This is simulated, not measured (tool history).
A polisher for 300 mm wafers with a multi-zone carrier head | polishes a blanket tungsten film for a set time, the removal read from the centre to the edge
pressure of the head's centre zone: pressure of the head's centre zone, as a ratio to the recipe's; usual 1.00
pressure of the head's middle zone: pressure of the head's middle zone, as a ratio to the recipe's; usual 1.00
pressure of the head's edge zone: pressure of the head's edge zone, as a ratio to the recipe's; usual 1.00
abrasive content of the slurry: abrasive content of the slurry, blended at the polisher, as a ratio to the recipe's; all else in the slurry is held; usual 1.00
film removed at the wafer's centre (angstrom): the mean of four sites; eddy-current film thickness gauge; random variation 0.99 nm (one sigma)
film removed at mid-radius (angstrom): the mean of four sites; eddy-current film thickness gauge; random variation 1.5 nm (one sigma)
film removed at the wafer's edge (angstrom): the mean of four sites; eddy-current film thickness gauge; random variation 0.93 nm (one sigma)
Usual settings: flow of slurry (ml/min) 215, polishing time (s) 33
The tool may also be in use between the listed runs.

run	hour	flow of slurry (ml/min)	pressure of the head's centre zone	pressure of the head's middle zone	pressure of the head's edge zone	abrasive content of the slurry	polishing time (s)	wafers since the last listed run	wafers polished on this pad	hours since the slurry nozzle was cleaned	hours since the centre zone pressure was calibrated	hours since the edge zone pressure was calibrated	hours since the carrier head's membrane was replaced	incoming thickness of the incoming film, nm	film removed at the wafer's centre (angstrom)	film removed at mid-radius (angstrom)	film removed at the wafer's edge (angstrom)
1	0.0	215	1.00	0.92	1.00	1.00	33	0	6514	514.6	684.5	237.5	883.1	804.5	977	937	1001
# hour 33.0: carrier head's membrane replaced by a new one
2	38.4	215	0.94	1.00	0.88	1.00	23	293	6807	553.0	722.9	275.9	5.4	799.3	642	680	660
# hour 48.2: worn pad replaced by a new one
# hour 108.5: centre zone pressure recalibrated
3	123.4	215	1.00	1.00	1.00	1.00	38	693	642	638.0	14.9	360.9	90.4	818.8	1249	1235	1235
4	177.6	290	1.00	1.00	0.89	1.25	23	475	1118	692.2	69.1	415.1	144.6	820.4	810	814	770
# hour 190.7: slurry nozzle cleaned
5	221.9	215	1.09	1.00	1.05	1.00	33	379	1498	31.2	113.4	459.4	188.9	810.4	1160	1076	1075
6	265.0	215	1.05	1.00	1.07	1.00	33	378	1876	74.3	156.5	502.5	232.0	814.5	1137	1061	1080
7	329.4	215	1.00	1.00	1.00	1.00	33	565	2441	138.7	220.9	566.9	296.4	806.8	1063	1082	1035
8	433.4	215	0.89	1.09	0.94	1.10	33	912	3353	242.7	324.9	670.9	400.4	809.9	967	1145	1042
9	499.1	250	0.92	1.00	1.00	1.20	36	576	3930	308.4	390.6	736.6	466.1	820.0	1095	1220	1202
# hour 541.2: edge zone pressure recalibrated
10	579.2	215	1.00	1.00	1.00	1.00	33	685	4615	388.5	470.7	38.0	546.2	815.5	1024	1019	1033
11	660.3	215	1.00	1.00	1.00	1.00	33	711	5327	469.6	551.8	119.1	627.3	811.1	1035	1041	999
12	737.0	215	1.00	1.00	1.07	1.00	29	672	6000	546.3	628.5	195.8	704.0	803.0	878	879	911
# hour 754.0: worn pad replaced by a new one
13	773.2	215	1.00	1.00	0.95	1.00	33	282	168	582.5	664.7	232.0	740.2	805.0	1045	1094	1036
14	846.7	215	1.00	1.00	1.00	1.00	33	644	813	656.0	738.2	305.5	813.7	810.6	1044	1086	1059
# hour 932.0: carrier head's membrane replaced by a new one
15	944.1	215	1.11	1.00	0.93	1.00	41	810	1623	753.4	835.6	402.9	12.1	795.7	1426	1307	1276
16	992.8	215	1.00	1.00	1.00	1.00	33	427	2051	802.1	884.3	451.6	60.8	801.9	1021	1059	1056
17	1045.1	235	1.00	1.00	1.00	1.00	33	458	2510	854.4	936.6	503.9	113.1	813.6	1024	1035	1059
# hour 1057.6: slurry nozzle cleaned
# hour 1062.9: centre zone pressure recalibrated
18	1151.4	235	1.00	1.00	1.00	1.00	33	906	3416	93.8	88.5	610.2	219.4	810.1	1077	1039	1058
19	1232.3	235	1.00	1.00	1.00	1.00	33	709	4126	174.7	169.4	691.1	300.3	817.2	1066	1050	1023
20	1337.6	215	1.00	1.00	1.09	1.00	33	923	5050	280.0	274.7	796.4	405.6	814.1	1038	1037	1024
21	1401.6	215	0.88	0.90	1.00	0.75	23	561	5611	344.0	338.7	860.4	469.6	809.5	593	619	672
# hour 1410.3: edge zone pressure recalibrated
22	1508.3	215	0.97	1.05	1.00	1.20	33	918	6530	450.7	445.4	98.0	576.3	814.7	1007	1042	1020

3 ways to go on from here, each from the tool as it stands after run 22. What would each give?
A	1508.7	215	1.00	1.00	1.00	1.00	33	3	6533	451.1	445.8	98.4	576.7	817.0	?	?	?
B	1508.7	245	1.10	1.00	1.00	1.00	29	3	6533	451.1	445.8	98.4	576.7	817.0	?	?	?
C	1508.7	215	0.91	1.00	1.00	1.00	33	3	6533	451.1	445.8	98.4	576.7	817.0	?	?	?

run	film removed at the wafer's centre (angstrom)	film removed at mid-radius (angstrom)	film removed at the wafer's edge (angstrom)
A	999	974	984
B	984	869	875
C	909	975	984
Without the tool's hidden state the same runs would have given:
run	film removed at the wafer's centre (angstrom)	film removed at mid-radius (angstrom)	film removed at the wafer's edge (angstrom)
A	1091	1061	1071
B	1074	947	953
C	992	1061	1071

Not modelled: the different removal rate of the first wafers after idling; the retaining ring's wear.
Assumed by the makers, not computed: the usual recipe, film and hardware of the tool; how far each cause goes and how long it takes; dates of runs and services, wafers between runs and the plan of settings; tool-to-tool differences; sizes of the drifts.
